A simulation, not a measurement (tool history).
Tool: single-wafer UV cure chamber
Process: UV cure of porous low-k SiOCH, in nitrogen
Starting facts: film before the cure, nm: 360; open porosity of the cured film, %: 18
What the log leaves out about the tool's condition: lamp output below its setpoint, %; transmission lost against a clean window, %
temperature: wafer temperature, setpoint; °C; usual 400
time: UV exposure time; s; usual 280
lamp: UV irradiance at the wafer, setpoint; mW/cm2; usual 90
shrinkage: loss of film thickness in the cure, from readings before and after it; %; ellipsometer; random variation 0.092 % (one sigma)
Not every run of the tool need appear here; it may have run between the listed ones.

run	hour	temperature	time	lamp	wafers since the last listed run	hours since the UV bulbs were replaced	wafers since the quartz window was cleaned	shrinkage
1	0.0	400	280	90	0	2271.0	445	10.956
2	10.7	400	280	90	99	2281.7	544	10.895
3	27.1	400	280	90	151	2298.1	696	10.869
# hour 50.3: quartz window cleaned
4	50.8	400	280	90	145	2321.8	4	11.332
5	60.0	400	160	90	85	2331.0	89	9.036
6	66.2	386	280	90	57	2337.2	147	10.999
7	73.8	386	280	90	70	2344.8	217	10.934
8	90.5	386	280	90	154	2361.5	372	10.937
9	122.2	400	280	90	293	2393.2	665	10.536
# hour 137.0: quartz window cleaned
10	138.7	400	280	90	78	2409.7	15	11.386
11	147.9	400	280	90	85	2418.9	101	11.396
12	158.8	386	280	90	100	2429.8	202	10.901
13	166.8	409	280	90	74	2437.8	276	11.253
14	178.1	383	170	90	104	2449.1	380	8.661
# hour 219.1: UV bulbs replaced
15	219.6	407	280	113	310	0.5	690	11.826
16	222.3	400	280	113	25	3.2	715	11.576
# hour 230.5: quartz window cleaned
17	237.8	400	395	90	69	18.7	67	13.101
18	252.5	384	280	90	136	33.4	203	11.068
19	263.4	407	225	109	100	44.3	304	11.233
20	302.5	400	280	58	362	83.4	666	8.867
21	318.8	400	280	90	150	99.7	817	10.605
22	324.9	394	280	61	56	105.8	873	8.611

Consider 4 possible next runs. They are alternatives, not a sequence: every one starts from the tool as it was left by run 22. What does each give?
A	325.3	400	280	90	3	106.2	877	?
B	325.3	400	435	90	3	106.2	877	?
C	325.3	406	280	112	3	106.2	877	?
D	325.3	413	325	119	3	106.2	877	?

run	shrinkage
A	10.491
B	12.460
C	11.558
D	12.628
Take away the tool's hidden state, keep each run's random variation, and the runs would have read:
run	shrinkage
A	11.525
B	13.541
C	12.620
D	13.713
